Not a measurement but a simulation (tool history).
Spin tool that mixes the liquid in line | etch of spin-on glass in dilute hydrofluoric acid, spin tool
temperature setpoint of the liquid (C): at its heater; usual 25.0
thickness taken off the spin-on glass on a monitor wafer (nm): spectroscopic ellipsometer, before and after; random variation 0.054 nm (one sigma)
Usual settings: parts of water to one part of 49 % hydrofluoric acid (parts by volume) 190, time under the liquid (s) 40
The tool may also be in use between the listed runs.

run	hour	temperature setpoint of the liquid (C)	parts of water to one part of 49 % hydrofluoric acid (parts by volume)	time under the liquid (s)	read-back film thickness of the spin-on glass reference wafer, read on the same gauge (nm)	thickness taken off the spin-on glass on a monitor wafer (nm)
1	0.0	25.0	190	40	80.00	6.06
# hour 3.5: hydrofluoric acid flow meter replaced
2	78.4	25.0	190	40	80.02	5.91
3	116.8	25.0	190	40	80.01	5.94
4	178.2	25.0	190	40	80.03	6.03
5	258.4	25.0	190	40	80.00	6.14
6	344.7	25.0	125	50	80.00	12.77
7	451.1	25.0	125	50	80.00	12.69
# hour 464.0: thermometer replaced
# hour 512.9: hydrofluoric acid flow meter replaced
8	547.8	25.0	125	50	79.99	11.86
9	586.7	25.0	190	40	80.01	5.82
10	667.9	25.0	190	40	80.01	6.00
11	775.3	29.5	215	40	79.99	6.14
12	854.6	23.5	190	55	79.99	8.04
# hour 869.8: gauge calibrated
13	894.7	25.0	100	40	80.00	12.83
# hour 951.0: hydrofluoric acid flow meter replaced
14	962.3	25.0	235	20	80.00	2.26
15	1045.3	22.0	260	40	80.01	3.61
16	1138.7	23.5	105	40	79.99	11.27
17	1205.5	25.0	190	40	79.98	6.03
18	1256.6	25.0	190	40	79.99	6.03
# hour 1264.3: thermometer replaced
19	1342.5	21.5	190	40	80.02	5.44
20	1393.2	28.5	110	60	79.98	19.87
# hour 1405.3: hydrofluoric acid flow meter replaced
21	1462.5	23.5	240	55	79.99	5.70

Hidden state or all else? Some run-to-run changes of thickness taken off the spin-on glass on a monitor wafer (nm), split into what the settings, what came in and random variation would give without the hidden state, and what is left for the hidden state (with any gauge scatter that isn't in both results):
The hidden state here: liquid hotter than its thermometer reads (K); hydrofluoric acid flow above the setpoint (%); gauge reads high (%).
Run 19 -> 20: temperature setpoint of the liquid (C) 21.5 -> 28.5, parts of water to one part of 49 % hydrofluoric acid (parts by volume) 190 -> 110, time under the liquid (s) 40 -> 60. thickness taken off the spin-on glass on a monitor wafer (nm) +14.43: hidden state +0.78, all else +13.65.
Run 20 -> 21: temperature setpoint of the liquid (C) 28.5 -> 23.5, parts of water to one part of 49 % hydrofluoric acid (parts by volume) 110 -> 240, time under the liquid (s) 60 -> 55, hydrofluoric acid flow meter replaced. thickness taken off the spin-on glass on a monitor wafer (nm) -14.17: hidden state -1.00, all else -13.17.
